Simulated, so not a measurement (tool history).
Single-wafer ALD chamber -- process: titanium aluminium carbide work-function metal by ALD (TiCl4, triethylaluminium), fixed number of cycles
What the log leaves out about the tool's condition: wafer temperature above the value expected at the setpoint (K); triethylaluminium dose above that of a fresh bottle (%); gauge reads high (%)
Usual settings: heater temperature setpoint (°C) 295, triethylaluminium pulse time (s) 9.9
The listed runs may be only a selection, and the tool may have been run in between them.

run	hour	heater temperature setpoint (°C)	triethylaluminium pulse time (s)	wafers since the last listed run	hours since the last thermocouple change	hours since the last triethylaluminium bottle change	hours since the showerhead was replaced	hours since the gauge calibration	read-back reference wafer on the same gauge, thickness_nm	mean film thickness on the monitor wafer (nm)
1	0	295	9.9	0	2544.7	312	3486.9	297.6	1.95	1.92
2	12.2	303	8.71	187	2556.9	324.2	3499.1	309.8	1.95	1.912
3	30.2	303	8.71	275	2574.9	342.2	3517.1	327.8	1.95	1.917
4	50.2	303	8.71	306	2594.9	362.2	3537.1	347.8	1.951	1.907
5	73	303	7.58	349	2617.7	385	3559.9	370.6	1.95	1.776
6	101	303	7.58	429	2645.7	413	3587.9	398.6	1.95	1.777
7	127.2	303	7.58	401	2671.9	439.2	3614.1	424.8	1.95	1.773
8	153.1	295	9.9	397	2697.8	465.1	3640	450.7	1.951	1.91
9	172.3	295	9.9	294	2717	484.3	3659.2	469.9	1.95	1.906
10	196.4	285	9.9	369	2741.1	508.4	3683.3	494	1.95	1.817
# hour 206.7: showerhead replaced
11	225.7	285	9.9	326	2770.4	537.7	19	523.3	1.95	1.809
12	241.9	285	9.9	248	2786.6	553.9	35.2	539.5	1.95	1.813
# hour 254.6: gauge calibrated
13	273.2	295	8.35	479	2817.9	585.2	66.5	18.6	1.949	1.783
14	296.8	295	8.35	361	2841.5	608.8	90.1	42.2	1.949	1.779
15	311.6	299	11.39	226	2856.3	623.6	104.9	57	1.951	1.989
16	330.9	299	11.39	295	2875.6	642.9	124.2	76.3	1.95	1.983
17	356.6	309	11.3	393	2901.3	668.6	149.9	102	1.95	2.067
18	388.5	281	11.2	489	2933.2	700.5	181.8	133.9	1.95	1.809
19	402.2	301	6.64	210	2946.9	714.2	195.5	147.6	1.95	1.484
20	425.8	301	11.78	361	2970.5	737.8	219.1	171.2	1.95	2.005
21	438.9	304	8.46	200	2983.6	750.9	232.2	184.3	1.951	1.848
22	473.3	309	12.18	527	3018	785.3	266.6	218.7	1.951	2.086
# hour 500.3: thermocouple changed; heater temperature recalibrated
23	500.8	284	7.67	298	0.5	812.8	294.1	246.2	1.95	1.554
# hour 528.1: triethylaluminium bottle replaced
24	528.6	295	9.9	303	28.3	0.5	321.9	274	1.95	1.923
25	536.5	295	9.9	121	36.2	8.4	329.8	281.9	1.951	1.928
26	552.4	283	8.65	243	52.1	24.3	345.7	297.8	1.951	1.75
27	567.7	281	6.58	234	67.4	39.6	361	313.1	1.951	1.427
28	600.7	295	9.9	505	100.4	72.6	394	346.1	1.95	1.926
29	620.6	295	9.9	305	120.3	92.5	413.9	366	1.949	1.924
30	655.6	287	11.11	536	155.3	127.5	448.9	401	1.951	1.878
31	669.4	289	7.13	211	169.1	141.3	462.7	414.8	1.95	1.606
32	695	308	11.53	392	194.7	166.9	488.3	440.4	1.951	2.082
33	712.7	300	10.97	271	212.4	184.6	506	458.1	1.951	2.008
34	739.2	295	9.9	406	238.9	211.1	532.5	484.6	1.949	1.921

Exercise: give the hidden state of the tool at every run:
wafer temperature above the value expected at the setpoint (K): 0 at every run
gauge reads high (%): 0 at every run
H1: triethylaluminium dose above that of a fresh bottle (%)
run	H1
1	-1.9
2	-2.01
3	-2.18
4	-2.39
5	-2.64
6	-2.96
7	-3.29
8	-3.63
9	-3.9
10	-4.25
11	-4.69
12	-4.95
13	-5.47
14	-5.88
15	-6.15
16	-6.5
17	-7
18	-7.63
19	-7.92
20	-8.42
21	-8.7
22	-9.47
23	-10.1
24	-0.0947
25	-0.0957
26	-0.103
27	-0.118
28	-0.172
29	-0.219
30	-0.332
31	-0.386
32	-0.501
33	-0.592
34	-0.745
